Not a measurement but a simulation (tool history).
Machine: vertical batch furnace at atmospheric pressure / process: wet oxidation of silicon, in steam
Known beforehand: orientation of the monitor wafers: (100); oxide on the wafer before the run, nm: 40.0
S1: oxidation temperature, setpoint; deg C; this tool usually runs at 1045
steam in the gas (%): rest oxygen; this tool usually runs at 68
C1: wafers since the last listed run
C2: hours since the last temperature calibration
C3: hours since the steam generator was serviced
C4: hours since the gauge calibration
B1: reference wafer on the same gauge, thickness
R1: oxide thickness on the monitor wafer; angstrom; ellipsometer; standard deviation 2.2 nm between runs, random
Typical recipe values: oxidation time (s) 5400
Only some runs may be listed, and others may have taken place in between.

Run 1, hour 0: usual settings; C1 0; C2 3985.7; C3 2538.2; C4 101.5; B1 700.69. Result: R1 5717.2 angstrom.
Run 2, hour 35.6: usual settings but oxidation time (s) 3270; C1 705; C2 4021.3; C3 2573.8; C4 137.1; B1 700.56. Result: R1 4231.4 angstrom.
Run 3, hour 71.5: usual settings but oxidation time (s) 3270; C1 711; C2 4057.2; C3 2609.7; C4 173; B1 700.63. Result: R1 4233.7 angstrom.
Run 4, hour 105.1: usual settings; C1 666; C2 4090.8; C3 2643.3; C4 206.6; B1 700.86. Result: R1 5688.8 angstrom.
Run 5, hour 176.9: usual settings; C1 1423; C2 4162.6; C3 2715.1; C4 278.4; B1 701.04. Result: R1 5700.9 angstrom.
Run 6, hour 249.2: usual settings; C1 1433; C2 4234.9; C3 2787.4; C4 350.7; B1 700.8. Result: R1 5745.2 angstrom.
Run 7, hour 274.6: usual settings; C1 503; C2 4260.3; C3 2812.8; C4 376.1; B1 701.31. Result: R1 5709.5 angstrom.
Run 8, hour 289: usual settings but oxidation time (s) 4080; C1 285; C2 4274.7; C3 2827.2; C4 390.5; B1 700.85. Result: R1 4787.9 angstrom.
Run 9, hour 312: usual settings; C1 455; C2 4297.7; C3 2850.2; C4 413.5; B1 701.03. Result: R1 5673.1 angstrom.
Run 10, hour 329.5: usual settings but S1 1031 deg C; C1 346; C2 4315.2; C3 2867.7; C4 431; B1 701.26. Result: R1 5238.4 angstrom.
At hour 363.1: thermocouples replaced and temperature profile calibrated.
Run 11, hour 363.6: usual settings but S1 1031 deg C; C1 200; C2 0.5; C3 2901.8; C4 465.1; B1 701.21. Result: R1 5270.2 angstrom.
Run 12, hour 376.2: usual settings; C1 249; C2 13.1; C3 2914.4; C4 477.7; B1 700.88. Result: R1 5692.9 angstrom.
Run 13, hour 394.9: usual settings; C1 370; C2 31.8; C3 2933.1; C4 496.4; B1 700.78. Result: R1 5697.5 angstrom.
Run 14, hour 429.4: usual settings; C1 683; C2 66.3; C3 2967.6; C4 530.9; B1 700.52. Result: R1 5673.2 angstrom.
Run 15, hour 444.6: usual settings; C1 301; C2 81.5; C3 2982.8; C4 546.1; B1 701.1. Result: R1 5652.6 angstrom.
Run 16, hour 475.5: usual settings; C1 612; C2 112.4; C3 3013.7; C4 577; B1 701.18. Result: R1 5663.3 angstrom.
Run 17, hour 492.6: usual settings; C1 338; C2 129.5; C3 3030.8; C4 594.1; B1 701.1. Result: R1 5657.5 angstrom.
Run 18, hour 526.5: usual settings; C1 671; C2 163.4; C3 3064.7; C4 628; B1 700.94. Result: R1 5658.6 angstrom.
Run 19, hour 539.7: usual settings but S1 1024 deg C, oxidation time (s) 4710, steam in the gas (%) 57; C1 261; C2 176.6; C3 3077.9; C4 641.2; B1 701.47. Result: R1 4172.6 angstrom.
Run 20, hour 562.6: usual settings but S1 1063 deg C, oxidation time (s) 7110, steam in the gas (%) 73; C1 453; C2 199.5; C3 3100.8; C4 664.1; B1 700.76. Result: R1 7527.8 angstrom.
Run 21, hour 577.8: usual settings but S1 1064 deg C, oxidation time (s) 7080, steam in the gas (%) 79; C1 301; C2 214.7; C3 3116; C4 679.3; B1 701.25. Result: R1 7878.4 angstrom.
Run 22, hour 593.3: usual settings but oxidation time (s) 7380; C1 307; C2 230.2; C3 3131.5; C4 694.8; B1 701.17. Result: R1 6777.6 angstrom.
Run 23, hour 614.7: usual settings but oxidation time (s) 4350, steam in the gas (%) 73; C1 424; C2 251.6; C3 3152.9; C4 716.2; B1 701.39. Result: R1 5216.9 angstrom.
Run 24, hour 633.9: usual settings but S1 1054 deg C, oxidation time (s) 3780, steam in the gas (%) 63; C1 380; C2 270.8; C3 3172.1; C4 735.4; B1 701.36. Result: R1 4572 angstrom.
Run 25, hour 648.6: usual settings but S1 1027 deg C, steam in the gas (%) 75; C1 291; C2 285.5; C3 3186.8; C4 750.1; B1 701.13. Result: R1 5430.8 angstrom.
Run 26, hour 710.8: usual settings; C1 1232; C2 347.7; C3 3249; C4 812.3; B1 700.75. Result: R1 5622.2 angstrom.
Run 27, hour 727.9: usual settings; C1 338; C2 364.8; C3 3266.1; C4 829.4; B1 700.65. Result: R1 5638.8 angstrom.
Run 28, hour 751.9: usual settings but S1 1032 deg C, steam in the gas (%) 63; C1 475; C2 388.8; C3 3290.1; C4 853.4; B1 701.68. Result: R1 5015.7 angstrom.
At hour 795.5: steam generator serviced.
Run 29, hour 796: usual settings but S1 1062 deg C; C1 398; C2 432.9; C3 0.5; C4 897.5; B1 701.24. Result: R1 6443.1 angstrom.
At hour 798.8: gauge calibrated.
Run 30, hour 800.3: usual settings but S1 1058 deg C, oxidation time (s) 8040, steam in the gas (%) 71; C1 85; C2 437.2; C3 4.8; C4 1.5; B1 700.81. Result: R1 8122 angstrom.
Run 31, hour 809.7: usual settings; C1 186; C2 446.6; C3 14.2; C4 10.9; B1 701.24. Result: R1 5938.4 angstrom.
Run 32, hour 834.5: usual settings but steam in the gas (%) 61; C1 491; C2 471.4; C3 39; C4 35.7; B1 701.07. Result: R1 5580.3 angstrom.
Run 33, hour 864.1: usual settings; C1 586; C2 501; C3 68.6; C4 65.3; B1 700.83. Result: R1 5937.5 angstrom.
Run 34, hour 887.8: usual settings but S1 1067 deg C, oxidation time (s) 3900, steam in the gas (%) 61; C1 469; C2 524.7; C3 92.3; C4 89; B1 701.06. Result: R1 5132.6 angstrom.
Run 35, hour 908.4: usual settings but S1 1027 deg C, oxidation time (s) 7950, steam in the gas (%) 61; C1 408; C2 545.3; C3 112.9; C4 109.6; B1 701.35. Result: R1 6381.5 angstrom.
Run 36, hour 955.6: usual settings; C1 935; C2 592.5; C3 160.1; C4 156.8; B1 701.58. Result: R1 5914.7 angstrom.
Run 37, hour 991.5: usual settings; C1 711; C2 628.4; C3 196; C4 192.7; B1 700.81. Result: R1 5935 angstrom.
Run 38, hour 1019.6: usual settings but S1 1059 deg C; C1 556; C2 656.5; C3 224.1; C4 220.8; B1 700.95. Result: R1 6293 angstrom.
Run 39, hour 1115.9: usual settings but S1 1038 deg C; C1 1908; C2 752.8; C3 320.4; C4 317.1; B1 701.56. Result: R1 5688.4 angstrom.

Per-run results on a tool with no hidden state, each run keeping its own random variation:
Hidden state present: true tube temperature minus thermocouple reading, K; steam share off its setpoint, % of the setpoint; gauge reads high (%).
run      R1
  1  5949.6
  2  4410.6
  3  4415.7
  4  5930.2
  5  5949.7
  6  6003.1
  7  5968.3
  8  5009.4
  9  5933.9
 10  5486.7
 11  5523.2
 12  5960.8
 13  5967.5
 14  5945.4
 15  5925.3
 16  5939.6
 17  5935.2
 18  5939.6
 19  4392.5
 20  7889.4
 21    8257
 22  7116.1
 23  5486.1
 24  4809.4
 25  5719.5
 26  5919.4
 27  5938.6
 28  5291.9
 29  6453.4
 30  8135.4
 31  5949.4
 32  5592.8
 33  5953.5
 34  5148.1
 35  6403.3
 36  5938.9
 37  5962.5
 38  6324.2
 39  5726.2
